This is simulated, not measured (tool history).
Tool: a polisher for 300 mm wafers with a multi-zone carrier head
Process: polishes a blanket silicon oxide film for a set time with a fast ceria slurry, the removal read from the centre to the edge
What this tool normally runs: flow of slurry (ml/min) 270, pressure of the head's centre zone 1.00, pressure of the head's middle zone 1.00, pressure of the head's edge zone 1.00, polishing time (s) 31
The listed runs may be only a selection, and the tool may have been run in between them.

run   hour  flow of slurry (ml/min)  pressure of the head's centre zone  pressure of the head's middle zone  pressure of the head's edge zone  polishing time (s)  incoming thickness of the incoming film, nm  film removed at the wafer's centre (Å)  film removed at mid-radius (Å)  film removed at the wafer's edge (Å)
  1    0.0                      215                                0.89                                1.00                              1.00                  23                                       2858.8                                    1635                            1631                                  1648
  2   36.7                      270                                1.06                                1.00                              1.00                  31                                       2926.9                                    2716                            2248                                  2270
  3   99.1                      270                                1.06                                1.00                              1.00                  40                                       2872.1                                    3508                            2922                                  2889
     128.2  -- centre zone pressure recalibrated
  4  138.2                      270                                1.00                                0.90                              1.00                  31                                       2878.0                                    2288                            2066                                  2250
  5  178.7                      270                                1.00                                1.00                              1.00                  31                                       2820.6                                    2334                            2277                                  2262
  6  274.4                      270                                1.08                                0.92                              1.00                  31                                       2904.1                                    2492                            2126                                  2270
  7  331.3                      270                                1.00                                1.00                              1.00                  31                                       2873.6                                    2424                            2263                                  2254
     364.2  -- carrier head's membrane replaced by a new one
     367.7  -- slurry nozzle cleaned
     387.4  -- worn pad replaced by a new one
  8  401.9                      335                                1.00                                1.00                              0.93                  31                                       2870.1                                    2512                            2329                                  2213
  9  496.8                      185                                1.00                                1.11                              1.05                  25                                       2804.6                                    1850                            1874                                  1779
 10  532.8                      270                                1.00                                0.91                              0.90                  31                                       2851.8                                    2480                            2073                                  2161
     560.4  -- edge zone pressure recalibrated
 11  801.8                      310                                1.00                                1.09                              1.00                  31                                       2851.6                                    2555                            2474                                  2274
 12  879.5                      270                                1.00                                1.00                              1.00                  31                                       2846.4                                    2514                            2264                                  2249

Estimate the outcome of run 13 from the log above:
 13  935.0                      320                                0.92                                1.00                              0.89                  37                                       2849.4                                       ?                               ?                                     ?

{"run 13": {"film removed at the wafer's centre (Å)": 2880, "film removed at mid-radius (Å)": 2746, "film removed at the wafer's edge (Å)": 2606}}
On a tool with no hidden condition, and with the same random variation, this run would have come out at film removed at the wafer's centre (Å) 2613, film removed at mid-radius (Å) 2747, film removed at the wafer's edge (Å) 2606.
